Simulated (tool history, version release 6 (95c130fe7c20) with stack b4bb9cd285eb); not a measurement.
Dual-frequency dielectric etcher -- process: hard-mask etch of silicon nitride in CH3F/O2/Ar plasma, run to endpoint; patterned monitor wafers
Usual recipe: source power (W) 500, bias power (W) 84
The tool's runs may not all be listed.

| run | hour | source power (W) | bias power (W) | wafers since the last listed run | hours since the last wet clean | hours since the last source power generator calibration | hours since the last bias power generator calibration | hours since the last upper electrode change | incoming incoming film thickness, nm | endpoint time (s) |
|---|---|---|---|---|---|---|---|---|---|---|
| 1 | 0 | 440 | 84 | 0 | 445.8 | 4593.7 | 2036.5 | 5180.6 | 26.27 | 36.5 |
| 2 | 16.5 | 440 | 84 | 240 | 462.3 | 4610.2 | 2053 | 5197.1 | 26.06 | 36.3 |
| 3 | 30.1 | 440 | 84 | 197 | 475.9 | 4623.8 | 2066.6 | 5210.7 | 26.22 | 36 |
| 4 | 38.4 | 500 | 99 | 120 | 484.2 | 4632.1 | 2074.9 | 5219 | 26.17 | 32 |
| 5 | 49 | 500 | 70 | 154 | 494.8 | 4642.7 | 2085.5 | 5229.6 | 26.26 | 37.7 |
| 6 | 57.4 | 500 | 70 | 122 | 503.2 | 4651.1 | 2093.9 | 5238 | 26.45 | 37.6 |
| 7 | 68.5 | 500 | 70 | 161 | 514.3 | 4662.2 | 2105 | 5249.1 | 26.32 | 37.7 |
| 8 | 85.6 | 570 | 68 | 248 | 531.4 | 4679.3 | 2122.1 | 5266.2 | 26.25 | 35.6 |
| 9 | 95.7 | 500 | 84 | 146 | 541.5 | 4689.4 | 2132.2 | 5276.3 | 26.45 | 34.8 |
| 10 | 109.5 | 500 | 84 | 200 | 555.3 | 4703.2 | 2146 | 5290.1 | 26.35 | 34.9 |
| 11 | 126.3 | 500 | 84 | 244 | 572.1 | 4720 | 2162.8 | 5306.9 | 26.25 | 34.7 |
| 12 | 133.3 | 500 | 84 | 101 | 579.1 | 4727 | 2169.8 | 5313.9 | 26.41 | 35.3 |
|  | 171.6 | wet clean of the chamber |
| 13 | 172.1 | 500 | 84 | 215 | 0.5 | 4765.8 | 2208.6 | 5352.7 | 26.23 | 35.7 |
| 14 | 172.4 | 540 | 90 | 4 | 0.8 | 4766.1 | 2208.9 | 5353 | 26.23 | 33.4 |
| 15 | 172.8 | 540 | 90 | 5 | 1.2 | 4766.5 | 2209.3 | 5353.4 | 26.46 | 33.7 |
| 16 | 181.5 | 540 | 90 | 126 | 9.9 | 4775.2 | 2218 | 5362.1 | 26.61 | 34 |
| 17 | 193.6 | 460 | 102 | 176 | 22 | 4787.3 | 2230.1 | 5374.2 | 26.5 | 34.6 |
|  | 207.5 | source power generator calibrated |
|  | 213.3 | bias power generator calibrated |
|  | 232.7 | wet clean of the chamber, repeated, since the last time left the tool worse |
| 18 | 233.2 | 440 | 84 | 177 | 0.5 | 25.7 | 19.9 | 5413.8 | 26.26 | 35.4 |
| 19 | 233.5 | 590 | 95 | 4 | 0.8 | 26 | 20.2 | 5414.1 | 26.01 | 29.6 |
| 20 | 233.9 | 500 | 84 | 5 | 1.2 | 26.4 | 20.6 | 5414.5 | 26.05 | 33.3 |
| 21 | 277.2 | 500 | 84 | 630 | 44.5 | 69.7 | 63.9 | 5457.8 | 26.37 | 34.1 |
| 22 | 293.2 | 560 | 94 | 232 | 60.5 | 85.7 | 79.9 | 5473.8 | 26.16 | 30.6 |
| 23 | 304.5 | 460 | 68 | 164 | 71.8 | 97 | 91.2 | 5485.1 | 26.34 | 38.1 |
|  | 335.2 | upper electrode replaced |
| 24 | 335.7 | 540 | 90 | 104 | 103 | 128.2 | 122.4 | 0.5 | 26.04 | 31.7 |
| 25 | 336 | 580 | 84 | 4 | 103.3 | 128.5 | 122.7 | 0.8 | 26.39 | 32.2 |
| 26 | 336.4 | 440 | 84 | 5 | 103.7 | 128.9 | 123.1 | 1.2 | 26.47 | 36.2 |
| 27 | 351.6 | 500 | 84 | 221 | 118.9 | 144.1 | 138.3 | 16.4 | 26.27 | 34.1 |
| 28 | 366.8 | 460 | 71 | 221 | 134.1 | 159.3 | 153.5 | 31.6 | 26.3 | 38 |
| 29 | 384.1 | 500 | 84 | 251 | 151.4 | 176.6 | 170.8 | 48.9 | 25.96 | 33.9 |
| 30 | 393.2 | 580 | 100 | 132 | 160.5 | 185.7 | 179.9 | 58 | 26.29 | 30.1 |
| 31 | 402.7 | 580 | 71 | 138 | 170 | 195.2 | 189.4 | 67.5 | 26.43 | 34.4 |
| 32 | 413.3 | 590 | 84 | 154 | 180.6 | 205.8 | 200 | 78.1 | 26.43 | 32.4 |
| 33 | 440.5 | 550 | 91 | 395 | 207.8 | 233 | 227.2 | 105.3 | 26.14 | 31.9 |

Across each entry between runs, compare the hidden state at the last listed run before it with the hidden state at the first listed run after it:
From run 12 to run 13: wet clean of the chamber (hour 171.6)
  etch rate over this chamber's usual, %: -4 -> -6.52
  measured less the result without the state, endpoint time (s): +1.5 -> +2.3
From run 17 to run 18: source power generator calibrated (hour 207.5); bias power generator calibrated (hour 213.3); wet clean of the chamber, repeated, since the last time left the tool worse (hour 232.7)
  etch rate over this chamber's usual, %: -6.66 -> -0.697
  measured less the result without the state, endpoint time (s): +2.3 -> +0.2
From run 23 to run 24: upper electrode replaced (hour 335.2)
  etch rate over this chamber's usual, %: -1.14 -> -1.33
  measured less the result without the state, endpoint time (s): +0.5 -> +0.4
